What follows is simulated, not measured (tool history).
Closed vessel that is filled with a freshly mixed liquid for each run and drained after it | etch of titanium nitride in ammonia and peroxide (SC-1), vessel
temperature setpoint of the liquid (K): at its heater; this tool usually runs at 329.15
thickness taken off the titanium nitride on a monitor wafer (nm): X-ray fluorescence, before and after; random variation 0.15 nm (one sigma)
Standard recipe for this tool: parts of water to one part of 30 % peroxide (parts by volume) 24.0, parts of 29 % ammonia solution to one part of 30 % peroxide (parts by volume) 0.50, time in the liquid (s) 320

run	hour	temperature setpoint of the liquid (K)	parts of water to one part of 30 % peroxide (parts by volume)	parts of 29 % ammonia solution to one part of 30 % peroxide (parts by volume)	time in the liquid (s)	read-back film thickness of the titanium nitride reference wafer, read on the same gauge (nm)	thickness taken off the titanium nitride on a monitor wafer (nm)
1	0.0	329.15	24.0	0.50	320	140.02	15.63
2	31.1	329.15	24.0	0.50	320	139.99	16.09
3	93.0	329.15	24.0	0.50	320	140.01	15.77
4	142.0	329.15	24.0	0.50	320	140.02	15.59
5	173.1	329.15	24.0	0.50	320	139.98	15.53
# hour 180.5: thermometer replaced
6	216.9	329.15	24.0	0.50	320	140.03	16.75
7	254.6	329.15	24.0	0.50	320	139.98	16.74
8	324.1	329.15	24.0	0.50	320	140.02	16.60
9	386.7	329.15	24.0	0.50	320	139.97	16.53
10	425.8	329.15	24.0	0.50	320	140.00	16.19
# hour 431.9: ammonia flow meter replaced
11	490.8	329.15	24.0	0.50	320	140.02	15.95
12	518.2	338.65	24.0	0.50	320	140.00	30.24
13	563.3	332.15	27.5	0.50	320	140.00	18.29
14	618.7	323.65	24.0	0.70	320	139.99	11.66
# hour 625.1: new drum of ammonia solution connected
# hour 665.0: gauge calibrated
15	681.2	329.15	24.0	0.50	320	139.98	15.70
16	716.1	329.15	24.0	0.50	320	139.97	15.72
17	753.7	329.15	24.0	0.50	320	139.99	15.56
18	807.5	329.15	24.0	0.50	320	140.00	15.70
19	855.7	320.65	17.5	0.50	320	139.99	10.38
20	914.3	329.15	24.0	0.50	375	139.98	17.87
# hour 924.6: thermometer replaced
21	968.7	321.65	24.0	0.50	250	140.00	7.64
22	1073.1	329.15	24.0	0.50	245	140.02	12.41
23	1099.6	331.65	32.0	0.50	320	139.98	16.36
24	1152.3	329.15	24.0	0.50	320	139.97	16.43

The next listed run, before its measurement:
25	1190.9	329.15	17.0	0.65	320	?	?

read-back film thickness of the titanium nitride reference wafer, read on the same gauge (nm): 140.00
thickness taken off the titanium nitride on a monitor wafer (nm): 20.64
If the tool had no hidden condition, the same run with the same run-to-run variation would have returned thickness taken off the titanium nitride on a monitor wafer (nm) 21.72.

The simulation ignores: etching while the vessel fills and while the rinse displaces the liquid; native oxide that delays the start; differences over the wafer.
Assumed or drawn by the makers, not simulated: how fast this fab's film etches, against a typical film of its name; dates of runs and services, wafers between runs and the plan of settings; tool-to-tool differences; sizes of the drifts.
